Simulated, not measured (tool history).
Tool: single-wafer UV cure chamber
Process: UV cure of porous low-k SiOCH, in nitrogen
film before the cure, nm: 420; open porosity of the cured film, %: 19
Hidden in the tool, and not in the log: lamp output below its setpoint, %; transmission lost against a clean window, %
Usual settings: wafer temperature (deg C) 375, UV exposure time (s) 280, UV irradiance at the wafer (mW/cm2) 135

| run | hour | wafer temperature (deg C) | UV exposure time (s) | UV irradiance at the wafer (mW/cm2) | wafers since the last listed run | hours since the UV bulbs were replaced | wafers since the quartz window was cleaned | loss of film thickness in the cure (%) |
|---|---|---|---|---|---|---|---|---|
| 1 | 0.0 | 375 | 340 | 135 | 0 | 1734.1 | 1740 | 12.946 |
|  | 2.0 | quartz window cleaned |
| 2 | 17.5 | 375 | 340 | 135 | 69 | 1751.6 | 69 | 13.709 |
| 3 | 41.2 | 375 | 280 | 135 | 106 | 1775.3 | 175 | 12.838 |
| 4 | 54.6 | 375 | 280 | 135 | 60 | 1788.7 | 236 | 12.583 |
| 5 | 86.3 | 375 | 280 | 135 | 142 | 1820.4 | 378 | 12.663 |
| 6 | 98.3 | 375 | 280 | 135 | 53 | 1832.4 | 432 | 12.765 |
| 7 | 119.7 | 375 | 280 | 135 | 96 | 1853.8 | 528 | 12.695 |
| 8 | 144.1 | 375 | 280 | 135 | 109 | 1878.2 | 638 | 12.833 |
| 9 | 160.9 | 375 | 280 | 135 | 75 | 1895.0 | 713 | 12.587 |
| 10 | 173.6 | 375 | 280 | 135 | 57 | 1907.7 | 770 | 12.689 |
| 11 | 209.4 | 375 | 280 | 135 | 160 | 1943.5 | 931 | 12.433 |
| 12 | 227.6 | 375 | 280 | 135 | 81 | 1961.7 | 1013 | 12.598 |
| 13 | 254.7 | 375 | 280 | 135 | 121 | 1988.8 | 1134 | 12.524 |
| 14 | 281.9 | 375 | 280 | 135 | 122 | 2016.0 | 1256 | 12.449 |
| 15 | 302.9 | 375 | 280 | 135 | 94 | 2037.0 | 1351 | 12.301 |
| 16 | 335.8 | 375 | 225 | 151 | 147 | 2069.9 | 1498 | 11.702 |
| 17 | 359.0 | 361 | 385 | 154 | 104 | 2093.1 | 1603 | 14.231 |
| 18 | 377.8 | 361 | 385 | 154 | 84 | 2111.9 | 1687 | 13.941 |
|  | 402.6 | quartz window cleaned |
| 19 | 403.1 | 384 | 145 | 102 | 77 | 2137.2 | 2 | 8.839 |
| 20 | 423.1 | 375 | 235 | 135 | 89 | 2157.2 | 91 | 11.821 |
| 21 | 444.0 | 375 | 225 | 151 | 93 | 2178.1 | 185 | 12.180 |
| 22 | 479.6 | 375 | 280 | 135 | 159 | 2213.7 | 345 | 12.635 |
| 23 | 493.1 | 375 | 280 | 135 | 60 | 2227.2 | 406 | 12.610 |
| 24 | 506.5 | 368 | 410 | 103 | 60 | 2240.6 | 466 | 13.328 |
| 25 | 518.6 | 368 | 150 | 105 | 54 | 2252.7 | 520 | 8.763 |
| 26 | 546.5 | 364 | 280 | 135 | 125 | 2280.6 | 646 | 12.485 |
|  | 562.7 | UV bulbs replaced |
| 27 | 573.2 | 392 | 185 | 169 | 83 | 10.5 | 730 | 12.196 |
| 28 | 670.6 | 375 | 280 | 98 | 437 | 107.9 | 1167 | 11.018 |
| 29 | 684.6 | 375 | 280 | 135 | 62 | 121.9 | 1230 | 12.299 |
| 30 | 715.5 | 375 | 280 | 135 | 138 | 152.8 | 1369 | 12.363 |

Forecast each of these 5 alternatives for the next run:
| A | 716.0 | 375 | 280 | 167 | 2 | 153.3 | 1371 | ? |
| B | 716.0 | 375 | 280 | 101 | 2 | 153.3 | 1371 | ? |
| C | 716.0 | 393 | 335 | 109 | 2 | 153.3 | 1371 | ? |
| D | 716.0 | 375 | 280 | 158 | 2 | 153.3 | 1371 | ? |
| E | 716.0 | 357 | 135 | 100 | 2 | 153.3 | 1371 | ? |

| run | loss of film thickness in the cure (%) |
|---|---|
| A | 13.180 |
| B | 10.916 |
| C | 12.381 |
| D | 12.926 |
| E | 7.508 |
Without the tool's hidden state the same runs would have given:
| run | loss of film thickness in the cure (%) |
|---|---|
| A | 13.655 |
| B | 11.369 |
| C | 12.849 |
| D | 13.398 |
| E | 7.917 |
